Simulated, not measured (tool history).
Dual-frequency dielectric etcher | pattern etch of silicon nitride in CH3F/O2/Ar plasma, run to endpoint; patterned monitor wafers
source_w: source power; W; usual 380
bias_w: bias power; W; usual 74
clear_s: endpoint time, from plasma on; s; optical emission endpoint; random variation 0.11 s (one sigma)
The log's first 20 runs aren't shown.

| run | hour | source_w | bias_w | wafers since the last listed run | hours since the last wet clean | hours since the last source power generator calibration | hours since the last bias power generator calibration | hours since the last upper electrode change | incoming incoming film thickness, nm | clear_s |
|---|---|---|---|---|---|---|---|---|---|---|
| 21 | 887.6 | 380 | 74 | 644 | 179.9 | 518.5 | 2046.5 | 421.1 | 21.01 | 29.9 |
| 22 | 955.1 | 380 | 62 | 680 | 247.4 | 586.0 | 2114.0 | 488.6 | 20.85 | 31.5 |
| 23 | 990.8 | 300 | 61 | 359 | 283.1 | 621.7 | 2149.7 | 524.3 | 20.88 | 34.4 |
| 24 | 1045.6 | 310 | 81 | 552 | 337.9 | 676.5 | 2204.5 | 579.1 | 20.86 | 31.2 |
|  | 1098.1 | bias power generator calibrated |
| 25 | 1105.7 | 310 | 58 | 565 | 398.0 | 736.6 | 7.6 | 639.2 | 20.96 | 34.0 |
| 26 | 1133.9 | 460 | 69 | 284 | 426.2 | 764.8 | 35.8 | 667.4 | 21.09 | 27.9 |
| 27 | 1274.5 | 420 | 83 | 1417 | 566.8 | 905.4 | 176.4 | 808.0 | 21.12 | 27.0 |
|  | 1312.7 | wet clean of the chamber |
| 28 | 1340.9 | 380 | 74 | 427 | 28.2 | 971.8 | 242.8 | 874.4 | 21.12 | 30.1 |
| 29 | 1391.1 | 320 | 63 | 506 | 78.4 | 1022.0 | 293.0 | 924.6 | 20.96 | 33.6 |
| 30 | 1440.1 | 410 | 58 | 493 | 127.4 | 1071.0 | 342.0 | 973.6 | 20.84 | 30.9 |
| 31 | 1506.0 | 320 | 80 | 664 | 193.3 | 1136.9 | 407.9 | 1039.5 | 21.09 | 31.0 |
| 32 | 1562.4 | 340 | 74 | 568 | 249.7 | 1193.3 | 464.3 | 1095.9 | 20.76 | 30.8 |
| 33 | 1634.0 | 380 | 74 | 721 | 321.3 | 1264.9 | 535.9 | 1167.5 | 21.08 | 29.9 |
| 34 | 1689.1 | 380 | 74 | 555 | 376.4 | 1320.0 | 591.0 | 1222.6 | 21.03 | 29.6 |
| 35 | 1795.6 | 350 | 80 | 1073 | 482.9 | 1426.5 | 697.5 | 1329.1 | 20.82 | 29.3 |

4 ways to go on from here, each from the tool as it stands after run 35. What would each give?
| A | 1796.0 | 380 | 74 | 4 | 483.3 | 1426.9 | 697.9 | 1329.5 | 21.22 | ? |
| B | 1796.0 | 380 | 82 | 4 | 483.3 | 1426.9 | 697.9 | 1329.5 | 21.22 | ? |
| C | 1796.0 | 350 | 74 | 4 | 483.3 | 1426.9 | 697.9 | 1329.5 | 21.22 | ? |
| D | 1796.0 | 380 | 68 | 4 | 483.3 | 1426.9 | 697.9 | 1329.5 | 21.22 | ? |

| run | clear_s |
|---|---|
| A | 30.0 |
| B | 29.0 |
| C | 30.9 |
| D | 30.8 |
Without the tool's hidden state the same runs would have given:
| run | clear_s |
|---|---|
| A | 30.5 |
| B | 29.5 |
| C | 31.5 |
| D | 31.4 |

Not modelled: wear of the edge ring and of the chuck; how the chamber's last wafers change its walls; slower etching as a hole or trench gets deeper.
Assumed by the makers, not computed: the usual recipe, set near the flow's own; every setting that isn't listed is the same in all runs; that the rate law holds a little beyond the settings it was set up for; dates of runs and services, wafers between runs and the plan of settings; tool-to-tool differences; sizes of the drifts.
